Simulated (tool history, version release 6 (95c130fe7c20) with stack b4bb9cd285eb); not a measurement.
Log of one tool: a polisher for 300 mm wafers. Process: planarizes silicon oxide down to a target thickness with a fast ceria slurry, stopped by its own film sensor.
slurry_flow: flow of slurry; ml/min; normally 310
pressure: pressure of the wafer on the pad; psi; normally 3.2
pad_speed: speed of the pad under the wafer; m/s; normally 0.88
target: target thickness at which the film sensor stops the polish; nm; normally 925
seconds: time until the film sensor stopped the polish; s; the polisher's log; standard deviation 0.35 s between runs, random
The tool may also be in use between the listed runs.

run	hour	slurry_flow	pressure	pad_speed	target	incoming thickness of the incoming film, nm	seconds
1	0	310	3.2	0.88	925	1502.4	39.3
2	159.6	310	3.2	0.88	925	1505.5	40.7
3	201.4	310	3.2	0.88	925	1515.2	40.7
4	235.7	310	3.2	0.88	925	1511.4	38.2
5	289.3	310	3.2	0.88	925	1473.2	37.4
6	315.8	310	3.2	0.88	925	1496.4	38.3
7	373	310	3.2	0.88	925	1486.5	38.4
8	425.9	310	3.8	0.88	925	1510.9	35.5
9	489.4	310	3.8	0.88	925	1533.2	34.8
10	558.3	310	3.8	0.88	925	1521	34.4
11	587.4	310	3.2	0.88	1004	1509.7	33.7
12	614.5	310	3.2	0.88	1004	1489.5	33.4
13	647.7	310	3.2	0.88	925	1497.4	39.8
14	690.3	310	3.2	0.88	925	1504.4	40
15	752.3	310	3.2	0.88	925	1510.8	40.5
16	811.4	310	3.2	0.88	925	1497.3	40.2
17	872.8	310	3.2	0.88	925	1491.5	40.2
18	920.1	410	3.2	0.88	925	1471.7	37.4
19	956.2	310	3.2	0.88	925	1488.1	40.2
20	1024	310	3.2	0.88	925	1471.8	35.8
21	1071.4	310	3.2	0.88	925	1502.8	38.3
22	1102.2	205	3.2	0.88	925	1510.1	42.2
23	1142.6	310	3.2	0.88	925	1476.5	37.7
24	1191.3	310	2.8	0.88	1072	1504.2	33.7
25	1331.1	205	2.4	0.88	1126	1505.1	34.7
26	1387	310	3.8	0.6	983	1519.3	39.3
27	1416.5	310	3.2	1.18	925	1489.1	31.2
28	1474	235	3.2	0.88	830	1496.6	47.2
29	1506.4	355	2.5	0.76	781	1490.7	66.7
30	1533.4	310	2.2	1.16	925	1513.3	46.5
31	1577.6	355	2.3	0.8	1022	1487.4	45.6
32	1607.3	265	3.2	1.12	925	1493.2	34
33	1674.8	365	3.2	0.76	1091	1508.9	31.5
34	1729.1	355	3.7	0.88	925	1486.1	34.4
35	1773	310	3.2	0.88	925	1490	39.9

Not shown here: 9 entries made in the log between runs. Locate each between two listed runs and compare the hidden state at the listed run before it with the hidden state at the listed run after it:
From run 1 to run 2: worn pad replaced by a new one (hour 86.9)
  slurry flow missing at the pad, %: 19.7 -> 27.5; deviation of the head's pressure from its setpoint, %: -8.46 -> -8.9
  measured minus no-state result, seconds: +3.8 -> +4.6 s
From run 3 to run 4: head pressure recalibrated (hour 216.9)
  slurry flow missing at the pad, %: 29.6 -> 31.3; deviation of the head's pressure from its setpoint, %: -8.98 -> -2.6
  measured minus no-state result, seconds: +4.7 -> +2.4 s
From run 7 to run 8: worn pad replaced by a new one (hour 416.7)
  slurry flow missing at the pad, %: 38 -> 40.6; deviation of the head's pressure from its setpoint, %: -6.43 -> -7.47
  measured minus no-state result, seconds: +4.2 -> +4.4 s
From run 8 to run 9: slurry nozzle cleaned (hour 448.4)
  slurry flow missing at the pad, %: 40.6 -> 4.94; deviation of the head's pressure from its setpoint, %: -7.47 -> -8.49
  measured minus no-state result, seconds: +4.4 -> +2.9 s
From run 15 to run 16: worn pad replaced by a new one (hour 756.8)
  slurry flow missing at the pad, %: 17.8 -> 20.7; deviation of the head's pressure from its setpoint, %: -10.9 -> -11.2
  measured minus no-state result, seconds: +4.8 -> +5 s
From run 19 to run 20: head pressure recalibrated (hour 1014.4)
  slurry flow missing at the pad, %: 27.8 -> 31.1; deviation of the head's pressure from its setpoint, %: -11.7 -> -2.28
  measured minus no-state result, seconds: +5.5 -> +2.2 s
From run 21 to run 22: worn pad replaced by a new one (hour 1101.7)
  slurry flow missing at the pad, %: 33.5 -> 35; deviation of the head's pressure from its setpoint, %: -3.87 -> -4.77
  measured minus no-state result, seconds: +3 -> +4.7 s
From run 24 to run 25: slurry nozzle cleaned (hour 1292.7)
  slurry flow missing at the pad, %: 39.3 -> 2.92; deviation of the head's pressure from its setpoint, %: -6.87 -> -9.08
  measured minus no-state result, seconds: +3.9 -> +3 s
From run 27 to run 28: worn pad replaced by a new one (hour 1451.6)
  slurry flow missing at the pad, %: 7.1 -> 9.92; deviation of the head's pressure from its setpoint, %: -9.98 -> -10.4
  measured minus no-state result, seconds: +3.1 -> +5.1 s
